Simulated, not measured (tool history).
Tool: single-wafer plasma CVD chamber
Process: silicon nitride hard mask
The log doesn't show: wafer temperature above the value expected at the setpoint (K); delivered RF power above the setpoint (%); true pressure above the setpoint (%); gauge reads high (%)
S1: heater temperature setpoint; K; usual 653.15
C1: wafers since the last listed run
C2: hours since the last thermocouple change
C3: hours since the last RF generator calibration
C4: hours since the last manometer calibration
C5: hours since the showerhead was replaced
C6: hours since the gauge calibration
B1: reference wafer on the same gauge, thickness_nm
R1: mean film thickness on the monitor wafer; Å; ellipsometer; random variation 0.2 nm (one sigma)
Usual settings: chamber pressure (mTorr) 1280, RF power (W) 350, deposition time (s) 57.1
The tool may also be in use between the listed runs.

run 1 hour=0.0 | S1=653.15 chamber_pressure_(mTorr)=1280 RF_power_(W)=350 deposition_time_(s)=57.1 | C1=0 C2=1962.0 C3=700.2 C4=2562.5 C5=3548.8 C6=22.9 | B1=74.208 | R1=679.43
run 2 hour=28.0 | S1=653.15 chamber_pressure_(mTorr)=1280 RF_power_(W)=350 deposition_time_(s)=57.1 | C1=295 C2=1990.0 C3=728.2 C4=2590.5 C5=3576.8 C6=50.9 | B1=74.182 | R1=673.49
run 3 hour=44.6 | S1=653.15 chamber_pressure_(mTorr)=1280 RF_power_(W)=350 deposition_time_(s)=57.1 | C1=175 C2=2006.6 C3=744.8 C4=2607.1 C5=3593.4 C6=67.5 | B1=74.210 | R1=678.63
-- hour=78.4 capacitance manometer re-zeroed and calibrated
-- hour=94.6 thermocouple changed; heater temperature recalibrated
run 4 hour=95.1 | S1=649.15 chamber_pressure_(mTorr)=1280 RF_power_(W)=350 deposition_time_(s)=57.1 | C1=363 C2=0.5 C3=795.3 C4=16.7 C5=3643.9 C6=118.0 | B1=74.195 | R1=677.65
run 5 hour=104.9 | S1=649.15 chamber_pressure_(mTorr)=1280 RF_power_(W)=350 deposition_time_(s)=57.1 | C1=103 C2=10.3 C3=805.1 C4=26.5 C5=3653.7 C6=127.8 | B1=74.188 | R1=669.85
run 6 hour=112.5 | S1=649.15 chamber_pressure_(mTorr)=1280 RF_power_(W)=350 deposition_time_(s)=57.1 | C1=80 C2=17.9 C3=812.7 C4=34.1 C5=3661.3 C6=135.4 | B1=74.222 | R1=671.09
-- hour=117.2 gauge calibrated
run 7 hour=126.7 | S1=648.15 chamber_pressure_(mTorr)=1080 RF_power_(W)=350 deposition_time_(s)=57.1 | C1=149 C2=32.1 C3=826.9 C4=48.3 C5=3675.5 C6=9.5 | B1=74.182 | R1=630.67
run 8 hour=136.7 | S1=648.15 chamber_pressure_(mTorr)=1080 RF_power_(W)=350 deposition_time_(s)=57.1 | C1=105 C2=42.1 C3=836.9 C4=58.3 C5=3685.5 C6=19.5 | B1=74.204 | R1=627.59
run 9 hour=147.9 | S1=648.15 chamber_pressure_(mTorr)=1080 RF_power_(W)=350 deposition_time_(s)=57.1 | C1=118 C2=53.3 C3=848.1 C4=69.5 C5=3696.7 C6=30.7 | B1=74.173 | R1=633.02
run 10 hour=156.7 | S1=666.15 chamber_pressure_(mTorr)=1000 RF_power_(W)=385 deposition_time_(s)=67.3 | C1=92 C2=62.1 C3=856.9 C4=78.3 C5=3705.5 C6=39.5 | B1=74.160 | R1=761.74
run 11 hour=167.2 | S1=653.15 chamber_pressure_(mTorr)=1280 RF_power_(W)=350 deposition_time_(s)=53.9 | C1=110 C2=72.6 C3=867.4 C4=88.8 C5=3716.0 C6=50.0 | B1=74.231 | R1=628.90
-- hour=182.9 showerhead replaced
-- hour=189.9 RF generator calibrated
run 12 hour=190.4 | S1=667.15 chamber_pressure_(mTorr)=1280 RF_power_(W)=350 deposition_time_(s)=49.1 | C1=86 C2=95.8 C3=0.5 C4=112.0 C5=7.5 C6=73.2 | B1=74.179 | R1=597.53
run 13 hour=190.7 | S1=653.15 chamber_pressure_(mTorr)=1000 RF_power_(W)=350 deposition_time_(s)=63.8 | C1=3 C2=96.1 C3=0.8 C4=112.3 C5=7.8 C6=73.5 | B1=74.214 | R1=714.17
run 14 hour=199.0 | S1=653.15 chamber_pressure_(mTorr)=1280 RF_power_(W)=350 deposition_time_(s)=57.1 | C1=87 C2=104.4 C3=9.1 C4=120.6 C5=16.1 C6=81.8 | B1=74.217 | R1=697.88
run 15 hour=212.0 | S1=653.15 chamber_pressure_(mTorr)=1280 RF_power_(W)=350 deposition_time_(s)=57.1 | C1=137 C2=117.4 C3=22.1 C4=133.6 C5=29.1 C6=94.8 | B1=74.228 | R1=697.42
run 16 hour=228.3 | S1=642.15 chamber_pressure_(mTorr)=1280 RF_power_(W)=350 deposition_time_(s)=67.2 | C1=171 C2=133.7 C3=38.4 C4=149.9 C5=45.4 C6=111.1 | B1=74.180 | R1=820.02
run 17 hour=242.9 | S1=643.15 chamber_pressure_(mTorr)=1500 RF_power_(W)=405 deposition_time_(s)=62.7 | C1=153 C2=148.3 C3=53.0 C4=164.5 C5=60.0 C6=125.7 | B1=74.208 | R1=884.72
run 18 hour=259.8 | S1=653.15 chamber_pressure_(mTorr)=1280 RF_power_(W)=370 deposition_time_(s)=57.1 | C1=178 C2=165.2 C3=69.9 C4=181.4 C5=76.9 C6=142.6 | B1=74.224 | R1=721.42

What the log doesn't show, run by run:
wafer temperature above the value expected at the setpoint (K): 0 in every run
true pressure above the setpoint (%): 0 in every run
gauge reads high (%): 0 in every run
H1: delivered RF power above the setpoint (%)
run=1 H1=-4.92
run=2 H1=-5.28
run=3 H1=-5.51
run=4 H1=-6.22
run=5 H1=-6.37
run=6 H1=-6.48
run=7 H1=-6.7
run=8 H1=-6.85
run=9 H1=-7.02
run=10 H1=-7.16
run=11 H1=-7.33
run=12 H1=-0.369
run=13 H1=-0.369
run=14 H1=-0.37
run=15 H1=-0.374
run=16 H1=-0.383
run=17 H1=-0.395
run=18 H1=-0.414

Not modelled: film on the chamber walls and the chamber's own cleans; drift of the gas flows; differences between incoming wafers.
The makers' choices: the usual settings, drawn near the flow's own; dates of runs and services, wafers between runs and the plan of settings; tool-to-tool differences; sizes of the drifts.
